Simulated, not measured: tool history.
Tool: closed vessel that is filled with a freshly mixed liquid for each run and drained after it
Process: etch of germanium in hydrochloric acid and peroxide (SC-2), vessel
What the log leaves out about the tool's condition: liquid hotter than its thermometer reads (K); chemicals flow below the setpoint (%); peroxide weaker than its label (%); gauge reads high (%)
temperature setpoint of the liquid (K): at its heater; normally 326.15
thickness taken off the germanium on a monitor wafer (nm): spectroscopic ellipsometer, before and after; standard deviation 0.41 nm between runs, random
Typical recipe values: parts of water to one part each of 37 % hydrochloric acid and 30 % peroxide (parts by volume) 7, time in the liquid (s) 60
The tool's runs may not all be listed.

run,hour,temperature setpoint of the liquid (K),parts of water to one part each of 37 % hydrochloric acid and 30 % peroxide (parts by volume),time in the liquid (s),wafers since the last listed run,hours since the thermometer was replaced,hours since the chemicals flow meter was replaced,hours since the drum of peroxide was connected,hours since the gauge calibration,"read-back film thickness of the germanium reference wafer, read on the same gauge (nm)",thickness taken off the germanium on a monitor wafer (nm)
1,0,326.15,7,60,0,3191,1228.3,382.7,131.4,120.49,204.69
2,8.8,326.15,7,60,664,3199.8,1237.1,391.5,140.2,120.52,204
3,21.3,326.15,7,60,943,3212.3,1249.6,404,152.7,120.63,204.16
4,36.9,326.15,7,60,1177,3227.9,1265.2,419.6,168.3,120.7,204.63
5,51.5,326.15,7,60,1101,3242.5,1279.8,434.2,182.9,120.76,204.52
6,57.7,326.15,7,60,467,3248.7,1286,440.4,189.1,120.82,204.34
7,67.7,326.15,7,60,754,3258.7,1296,450.4,199.1,120.83,204.91
8,82.9,326.15,7,60,1147,3273.9,1311.2,465.6,214.3,120.86,204.6
9,98.4,326.15,7,60,1169,3289.4,1326.7,481.1,229.8,120.97,205.25
# hour 105.6: new drum of peroxide connected
10,106.1,326.15,7,60,505,3297.1,1334.4,0.5,237.5,121,205.22
# hour 110.9: gauge calibrated
11,115.8,326.15,6,60,732,3306.8,1344.1,10.2,4.9,120.13,205.45
12,123.7,330.15,4,50,596,3314.7,1352,18.1,12.8,120.21,195.93
13,132,326.15,7,60,626,3323,1360.3,26.4,21.1,120.23,203.72
# hour 142.1: chemicals flow meter replaced
14,147,326.15,7,60,1056,3338,4.9,41.4,36.1,120.32,203.72
# hour 151.3: thermometer replaced
15,161.1,326.15,7,60,988,9.8,19,55.5,50.2,120.28,204.29
16,173.8,326.15,7,60,958,22.5,31.7,68.2,62.9,120.38,203.89
17,189.5,329.15,7,60,1184,38.2,47.4,83.9,78.6,120.5,224.04
18,196.8,316.65,7,75,550,45.5,54.7,91.2,85.9,120.55,187.58
19,204.3,320.65,8,45,566,53,62.2,98.7,93.4,120.53,127.91
20,215.2,321.65,8.5,45,822,63.9,73.1,109.6,104.3,120.59,131.26

How the hidden state differs across the entries between the runs, from the last listed run before each to the first after it:
After run 9, before run 10: new drum of peroxide connected (hour 105.6)
  gauge reads high (%): 0.817 -> 0.848
  measured result minus the result with no hidden state, thickness taken off the germanium on a monitor wafer (nm): +1.66 -> +1.72
After run 10, before run 11: gauge calibrated (hour 110.9)
  gauge reads high (%): 0.848 -> 0.103
  measured result minus the result with no hidden state, thickness taken off the germanium on a monitor wafer (nm): +1.72 -> +0.21
After run 13, before run 14: chemicals flow meter replaced (hour 142.1)
  gauge reads high (%): 0.168 -> 0.228
  measured result minus the result with no hidden state, thickness taken off the germanium on a monitor wafer (nm): +0.34 -> +0.46
After run 14, before run 15: thermometer replaced (hour 151.3)
  gauge reads high (%): 0.228 -> 0.284
  measured result minus the result with no hidden state, thickness taken off the germanium on a monitor wafer (nm): +0.46 -> +0.58
